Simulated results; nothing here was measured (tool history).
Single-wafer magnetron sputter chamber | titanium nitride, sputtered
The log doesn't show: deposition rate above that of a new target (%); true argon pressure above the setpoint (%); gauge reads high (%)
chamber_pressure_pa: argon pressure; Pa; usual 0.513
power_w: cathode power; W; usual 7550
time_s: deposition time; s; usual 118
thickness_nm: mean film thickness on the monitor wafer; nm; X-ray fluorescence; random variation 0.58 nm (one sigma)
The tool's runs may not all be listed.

run	hour	chamber_pressure_pa	power_w	time_s	wafers since the last listed run	wafers on the sputter target	hours since the last manometer calibration	hours since the magnet pack was replaced	hours since the gauge calibration	read-back reference wafer on the same gauge, thickness_nm	thickness_nm
1	0.0	0.513	7550	118	0	4609	1999.3	8982.9	105.2	168.938	156.485
2	13.7	0.513	6300	118	210	4819	2013.0	8996.6	118.9	169.090	135.868
3	20.1	0.513	6300	118	98	4917	2019.4	9003.0	125.3	169.089	136.243
4	36.0	0.513	6300	118	244	5161	2035.3	9018.9	141.2	168.812	137.424
5	45.5	0.513	7550	118	145	5307	2044.8	9028.4	150.7	169.263	156.480
6	56.3	0.513	7550	118	165	5473	2055.6	9039.2	161.5	169.023	156.925
7	71.3	0.513	7550	118	230	5703	2070.6	9054.2	176.5	169.097	156.513
8	80.4	0.513	6250	118	139	5843	2079.7	9063.3	185.6	168.985	135.747
# hour 86.8: gauge calibrated
9	98.3	0.603	7550	105	274	6117	2097.6	9081.2	11.5	169.128	132.431
# hour 106.7: sputter target and shields replaced
10	107.6	0.666	9400	139	19	13	2106.9	9090.5	20.8	169.326	210.608
# hour 125.7: magnet pack replaced
# hour 139.2: capacitance manometer re-zeroed and calibrated
11	158.4	0.513	7550	118	534	547	19.2	32.7	71.6	168.927	159.611
12	170.3	0.666	6250	108	182	730	31.1	44.6	83.5	168.909	117.582
13	185.1	0.608	6050	128	227	957	45.9	59.4	98.3	169.066	138.828
14	201.7	0.513	6300	118	254	1212	62.5	76.0	114.9	168.980	137.855
15	212.4	0.592	5900	136	164	1376	73.2	86.7	125.6	169.155	145.353
16	220.5	0.709	7550	135	124	1501	81.3	94.8	133.7	168.929	165.888

The next listed run, before its measurement:
17	237.0	0.513	7550	139	253	1754	97.8	111.3	150.2	?	?

read-back reference wafer on the same gauge, thickness_nm: 168.993
thickness_nm: 184.645 nm
Without the tool's hidden state the same run would have given thickness_nm 188.385 nm.
